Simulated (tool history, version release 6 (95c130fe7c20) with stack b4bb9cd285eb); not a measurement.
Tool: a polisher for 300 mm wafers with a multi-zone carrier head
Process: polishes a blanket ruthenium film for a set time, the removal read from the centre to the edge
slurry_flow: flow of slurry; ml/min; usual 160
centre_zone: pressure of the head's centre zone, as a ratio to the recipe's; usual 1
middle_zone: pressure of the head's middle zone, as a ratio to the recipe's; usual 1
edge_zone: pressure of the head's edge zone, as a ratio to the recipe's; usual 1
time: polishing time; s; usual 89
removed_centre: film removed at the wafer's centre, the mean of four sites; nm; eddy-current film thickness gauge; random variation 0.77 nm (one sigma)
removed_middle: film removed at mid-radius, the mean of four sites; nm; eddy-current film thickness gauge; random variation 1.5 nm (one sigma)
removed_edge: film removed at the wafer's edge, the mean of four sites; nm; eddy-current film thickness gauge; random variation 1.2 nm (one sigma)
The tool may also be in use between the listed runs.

run    hour  slurry_flow  centre_zone  middle_zone  edge_zone  time  incoming thickness of the incoming film, nm  removed_centre  removed_middle  removed_edge
  1       0          160            1            1          1    89                                        606.5            97.5           102.4          99.7
  2    45.1          160            1            1          1    89                                        620.4            94.3            99.8         102.6
  3   112.1          160            1            1       1.09    89                                          627            96.2           100.3         104.8
  4   176.3          160            1            1       1.09    89                                        621.2            93.2           100.8         103.7
        196  -- worn pad replaced by a new one
      269.5  -- edge zone pressure recalibrated
  5   272.4          160            1            1       1.09    89                                        619.7            91.9              98         103.2
      329.5  -- slurry nozzle cleaned
  6   335.5          180            1            1          1    89                                        616.1              96           104.4         103.1
  7   386.1          180            1            1          1    89                                        624.8            95.1           104.1          99.9
      403.8  -- worn pad replaced by a new one
  8     446          160            1         0.94          1    89                                          624              93            94.5         100.2
      462.6  -- carrier head's membrane replaced by a new one
      475.3  -- centre zone pressure recalibrated
  9     487          160            1         0.94          1    89                                        613.5           100.5            99.1         102.7
 10   517.4          160            1            1          1    89                                        622.6             101            99.7          99.8
 11   566.3          160            1            1          1    89                                        618.2            99.7            99.3         101.9
      600.3  -- edge zone pressure recalibrated
 12   602.8          195         0.88            1          1    63                                        632.8            66.8            73.1          73.6
 13     644          160            1            1       0.96    89                                        620.3            99.1             102          97.7
      657.3  -- worn pad replaced by a new one
 14   706.8          160            1         1.08          1    89                                          623            96.9           101.8          96.4
      775.1  -- slurry nozzle cleaned
 15   777.4          160          1.1         0.97        0.9    89                                        612.1           107.2            99.6          95.6
 16   813.6          160         0.91            1          1    89                                        622.4            91.4           101.9          98.4
 17   853.4          115            1            1          1    89                                        627.3            90.6            93.1          94.4
 18   882.8          160          0.9         1.07          1    64                                        619.5            65.5            76.1          71.2
        899  -- edge zone pressure recalibrated
 19   908.3          160            1         0.96          1    89                                          619              98            98.8         101.6
      925.4  -- worn pad replaced by a new one
 20   970.4          160            1            1          1    89                                          622            96.1           100.6          97.5
 21  1021.5          160            1         0.93          1    99                                        623.4           104.8           108.7         110.5
 22  1091.5          215          1.1            1       0.93    65                                        618.3            78.9            76.7            73

Forecast each of these 4 alternatives for the next run:
  A  1091.9          160            1            1          1    76                                        632.7               ?               ?             ?
  B  1091.9          160            1         0.92       0.97    89                                        632.7               ?               ?             ?
  C  1091.9          160            1         1.06       1.11    89                                        632.7               ?               ?             ?
  D  1091.9          145         1.07          0.9          1    89                                        632.7               ?               ?             ?

run  removed_centre  removed_middle  removed_edge
  A            81.3            85.8          84.6
  B            95.2            96.8          97.6
  C            95.2           103.3         104.2
  D              98            93.7          97.5
Without the tool's hidden state the same runs would have given:
run  removed_centre  removed_middle  removed_edge
  A              88            87.4          85.7
  B             103            98.6            99
  C           103.1           105.2         105.7
  D           106.3            95.7            99
